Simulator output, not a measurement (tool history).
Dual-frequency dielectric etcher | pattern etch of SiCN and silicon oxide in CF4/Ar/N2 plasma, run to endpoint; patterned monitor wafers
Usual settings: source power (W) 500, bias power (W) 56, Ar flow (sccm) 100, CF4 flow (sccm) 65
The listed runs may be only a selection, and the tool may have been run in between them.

run,hour,source power (W),bias power (W),Ar flow (sccm),CF4 flow (sccm),"incoming incoming film thickness, nm",endpoint time (s)
1,0.0,500,56,117,65,16.11,18.9
2,73.4,500,56,100,65,16.24,18.7
3,125.2,500,56,100,65,16.24,18.7
4,177.2,500,56,100,65,16.15,18.5
5,281.5,500,56,100,72,16.03,18.0
# hour 343.7: wet clean of the chamber
6,374.0,500,56,100,72,16.05,18.2
7,431.1,500,56,100,72,16.26,18.5
8,521.6,500,56,114,65,16.20,18.7
9,603.5,470,56,100,59,16.04,19.7
10,685.9,470,56,100,59,16.35,20.1
# hour 701.0: CF4 flow controller replaced
# hour 733.7: wet clean of the chamber
# hour 749.2: source power generator calibrated
11,781.4,420,61,100,58,16.29,20.0
12,850.1,500,48,100,65,16.20,19.3
# hour 924.9: upper electrode replaced
13,940.7,500,56,100,65,16.15,17.9
# hour 1018.0: bias power generator calibrated
14,1027.5,420,56,79,73,16.12,19.7
15,1071.2,620,56,100,65,16.23,15.1
# hour 1102.7: Ar flow controller replaced
# hour 1120.2: wet clean of the chamber
16,1136.9,620,56,79,54,16.12,14.9
17,1196.8,400,56,106,75,16.28,21.3
18,1287.9,450,60,81,57,16.20,18.7
19,1385.1,410,42,100,59,16.11,24.8
20,1422.7,410,42,100,59,16.21,25.2
21,1491.5,500,56,100,65,16.21,17.9

Predict each of these 5 candidate next runs independently; none follows another, all start after run 21:
A,1491.9,500,45,100,65,16.32,?
B,1491.9,500,56,100,56,16.32,?
C,1491.9,500,56,100,55,16.32,?
D,1491.9,450,65,91,71,16.32,?
E,1491.9,500,56,108,55,16.32,?

run,endpoint time (s)
A,20.3
B,18.6
C,18.6
D,17.9
E,18.8
Stripped of hidden state, with their random variation kept, the same runs would have yielded:
run,endpoint time (s)
A,20.2
B,18.4
C,18.5
D,17.7
E,18.6
